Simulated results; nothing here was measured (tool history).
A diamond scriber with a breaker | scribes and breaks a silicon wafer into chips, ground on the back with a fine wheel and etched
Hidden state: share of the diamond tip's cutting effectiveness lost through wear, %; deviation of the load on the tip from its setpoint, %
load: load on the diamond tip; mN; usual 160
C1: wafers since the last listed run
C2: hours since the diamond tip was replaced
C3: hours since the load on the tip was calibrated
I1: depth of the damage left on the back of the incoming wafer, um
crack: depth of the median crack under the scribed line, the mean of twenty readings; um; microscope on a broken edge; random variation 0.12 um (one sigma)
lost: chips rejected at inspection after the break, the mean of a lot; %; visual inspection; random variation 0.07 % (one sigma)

Run 1, hour 0.0: usual settings; C1 0; C2 655.7; C3 160.5; I1 0.54. Result: crack 9.80 um, lost 1.78 %.
At hour 159.1: diamond tip replaced by a new one.
Run 2, hour 239.0: usual settings but load 125 mN; C1 518; C2 79.9; C3 399.5; I1 0.80. Result: crack 8.13 um, lost 11.75 %.
Run 3, hour 289.8: usual settings but load 125 mN; C1 111; C2 130.7; C3 450.3; I1 0.52. Result: crack 8.17 um, lost 10.87 %.
Run 4, hour 330.8: usual settings; C1 89; C2 171.7; C3 491.3; I1 0.35. Result: crack 10.20 um, lost 1.43 %.
Run 5, hour 402.6: usual settings; C1 157; C2 243.5; C3 563.1; I1 0.44. Result: crack 10.32 um, lost 1.55 %.
Run 6, hour 461.7: usual settings; C1 129; C2 302.6; C3 622.2; I1 0.48. Result: crack 10.21 um, lost 1.62 %.
Run 7, hour 544.9: usual settings; C1 182; C2 385.8; C3 705.4; I1 0.48. Result: crack 9.99 um, lost 1.76 %.
Run 8, hour 617.2: usual settings but load 122 mN; C1 158; C2 458.1; C3 777.7; I1 0.41. Result: crack 7.78 um, lost 15.86 %.
Run 9, hour 669.7: usual settings but load 122 mN; C1 114; C2 510.6; C3 830.2; I1 0.51. Result: crack 7.70 um, lost 16.29 %.
At hour 690.2: load on the tip recalibrated.
Run 10, hour 709.9: usual settings but load 136 mN; C1 83; C2 550.8; C3 19.7; I1 0.76. Result: crack 8.49 um, lost 8.20 %.
Run 11, hour 790.3: usual settings; C1 175; C2 631.2; C3 100.1; I1 0.64. Result: crack 9.83 um, lost 2.18 %.
Run 12, hour 874.9: usual settings; C1 185; C2 715.8; C3 184.7; I1 0.62. Result: crack 9.82 um, lost 2.60 %.
Run 13, hour 928.0: usual settings; C1 116; C2 768.9; C3 237.8; I1 0.48. Result: crack 9.62 um, lost 2.56 %.
Run 14, hour 1002.5: usual settings but load 134 mN; C1 163; C2 843.4; C3 312.3; I1 0.30. Result: crack 8.21 um, lost 11.61 %.
Run 15, hour 1080.1: usual settings but load 126 mN; C1 169; C2 921.0; C3 389.9; I1 0.49. Result: crack 7.45 um, lost 17.43 %.
At hour 1109.4: diamond tip replaced by a new one.
Run 16, hour 1142.3: usual settings but load 197 mN; C1 131; C2 32.9; C3 452.1; I1 0.38. Result: crack 10.47 um, lost 1.44 %.
Run 17, hour 1205.4: usual settings but load 183 mN; C1 138; C2 96.0; C3 515.2; I1 0.44. Result: crack 9.78 um, lost 2.24 %.
At hour 1349.0: load on the tip recalibrated.
Run 18, hour 1430.2: usual settings but load 182 mN; C1 487; C2 320.8; C3 81.2; I1 0.58. Result: crack 9.46 um, lost 3.30 %.
Run 19, hour 1497.3: usual settings but load 133 mN; C1 146; C2 387.9; C3 148.3; I1 0.64. Result: crack 6.91 um, lost 24.87 %.
Run 20, hour 1592.5: usual settings but load 136 mN; C1 208; C2 483.1; C3 243.5; I1 0.48. Result: crack 7.02 um, lost 23.93 %.
Run 21, hour 1681.1: usual settings but load 179 mN; C1 193; C2 571.7; C3 332.1; I1 0.54. Result: crack 8.91 um, lost 5.44 %.
At hour 1695.9: diamond tip replaced by a new one, repeated, since the last time left the tool worse.
Run 22, hour 1723.8: usual settings but load 193 mN; C1 89; C2 27.9; C3 374.8; I1 0.46. Result: crack 12.17 um, lost 4.93 %.
Run 23, hour 1761.5: usual settings but load 116 mN; C1 82; C2 65.6; C3 412.5; I1 0.79. Result: crack 7.54 um, lost 18.01 %.
Run 24, hour 1845.4: usual settings but load 139 mN; C1 183; C2 149.5; C3 496.4; I1 0.47. Result: crack 8.85 um, lost 4.91 %.
At hour 2005.2: load on the tip recalibrated.
Run 25, hour 2041.3: usual settings but load 176 mN; C1 424; C2 345.4; C3 36.1; I1 0.67. Result: crack 11.04 um, lost 1.53 %.
Run 26, hour 2093.7: usual settings; C1 114; C2 397.8; C3 88.5; I1 0.34. Result: crack 10.34 um, lost 1.68 %.
Run 27, hour 2366.2: usual settings; C1 596; C2 670.3; C3 361.0; I1 0.38. Result: crack 9.73 um, lost 2.22 %.
Run 28, hour 2446.9: usual settings but load 191 mN; C1 176; C2 751.0; C3 441.7; I1 0.64. Result: crack 11.49 um, lost 1.91 %.
Run 29, hour 2539.5: usual settings but load 144 mN; C1 202; C2 843.6; C3 534.3; I1 0.78. Result: crack 8.75 um, lost 7.56 %.
Run 30, hour 2636.8: usual settings but load 129 mN; C1 212; C2 940.9; C3 631.6; I1 0.76. Result: crack 7.75 um, lost 15.11 %.
At hour 2707.2: diamond tip replaced by a new one.
At hour 2710.0: load on the tip recalibrated.
Run 31, hour 2721.3: usual settings but load 187 mN; C1 176; C2 14.1; C3 11.3; I1 0.77. Result: crack 12.07 um, lost 3.88 %.

What the log doesn't show, run by run:
deviation of the load on the tip from its setpoint, %: 0 in every run
H1: share of the diamond tip's cutting effectiveness lost through wear, %
run    H1
  1  8.78
  2  3.35
  3  4.02
  4  4.57
  5  5.52
  6   6.3
  7   7.4
  8  8.36
  9  9.06
 10  9.59
 11  10.7
 12  11.8
 13  12.5
 14  13.5
 15  14.5
 16  25.3
 17  26.1
 18  29.1
 19    30
 20  31.3
 21  32.5
 22  2.24
 23  2.74
 24  3.85
 25  6.45
 26  7.14
 27  10.8
 28  11.8
 29  13.1
 30  14.3
 31  1.26
